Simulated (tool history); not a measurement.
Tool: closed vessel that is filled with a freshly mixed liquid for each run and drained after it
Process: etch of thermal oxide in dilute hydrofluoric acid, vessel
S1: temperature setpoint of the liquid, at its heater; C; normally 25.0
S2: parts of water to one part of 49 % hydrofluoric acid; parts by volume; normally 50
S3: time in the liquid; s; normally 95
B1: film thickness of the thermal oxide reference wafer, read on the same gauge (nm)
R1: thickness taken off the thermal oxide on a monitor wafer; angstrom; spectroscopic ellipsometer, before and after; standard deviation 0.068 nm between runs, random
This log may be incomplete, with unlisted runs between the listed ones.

run,hour,S1,S2,S3,B1,R1
1,0.0,25.0,55,95,130.00,92.2
2,46.6,25.0,55,95,130.02,92.2
3,123.1,25.0,50,95,130.00,103.4
4,218.7,25.0,50,95,129.99,102.7
5,258.4,25.0,50,95,130.00,102.9
6,299.0,25.0,50,95,130.00,104.5
7,382.4,25.0,50,95,130.00,104.0
8,424.4,25.0,50,95,130.02,104.1
9,480.1,27.5,50,110,130.01,136.1
10,559.3,27.5,50,110,129.99,134.6
11,666.0,27.5,50,110,130.01,133.9
12,758.7,22.0,50,95,129.98,93.1
13,840.9,25.0,50,55,130.00,61.5
14,896.1,25.0,50,95,130.00,106.7
# hour 976.8: thermometer replaced
15,987.0,25.0,50,95,130.00,111.3
16,1245.9,25.0,50,120,130.01,144.2
17,1310.8,25.0,50,95,130.01,112.7
# hour 1392.0: gauge calibrated
18,1411.7,25.0,50,95,130.01,114.4
19,1458.0,25.0,50,110,130.01,131.9
# hour 1492.2: thermometer replaced, repeated, since the last time left the tool worse
# hour 1495.4: hydrofluoric acid flow meter replaced
20,1551.0,27.5,50,50,130.02,59.0
21,1617.3,25.0,50,95,130.01,101.0
22,1698.7,25.0,50,95,130.00,103.0
23,1782.3,23.5,50,95,130.01,95.5
24,1851.0,25.0,25,125,130.02,280.6
25,1949.7,28.5,35,65,130.00,118.7
26,2005.5,22.0,60,45,130.00,35.8
27,2082.2,25.0,50,95,130.00,104.3
28,2365.2,21.5,50,55,130.01,52.4
29,2465.1,25.0,50,45,129.99,49.4
30,2508.0,29.5,55,40,129.99,48.6

Branching from run 30: 5 alternative next runs. What would each branch give?
A,2508.7,25.0,30,95,?,?
B,2508.7,26.5,60,95,?,?
C,2508.7,25.0,55,75,?,?
D,2508.7,27.0,40,115,?,?
E,2508.7,28.0,70,45,?,?

run,B1,R1
A,129.98,182.1
B,129.98,92.7
C,129.98,75.7
D,129.98,176.7
E,129.98,39.3
Take away the tool's hidden state, keep each run's random variation, and the runs would have read:
run,R1
A,171.9
B,87.6
C,71.5
D,167.0
E,37.2

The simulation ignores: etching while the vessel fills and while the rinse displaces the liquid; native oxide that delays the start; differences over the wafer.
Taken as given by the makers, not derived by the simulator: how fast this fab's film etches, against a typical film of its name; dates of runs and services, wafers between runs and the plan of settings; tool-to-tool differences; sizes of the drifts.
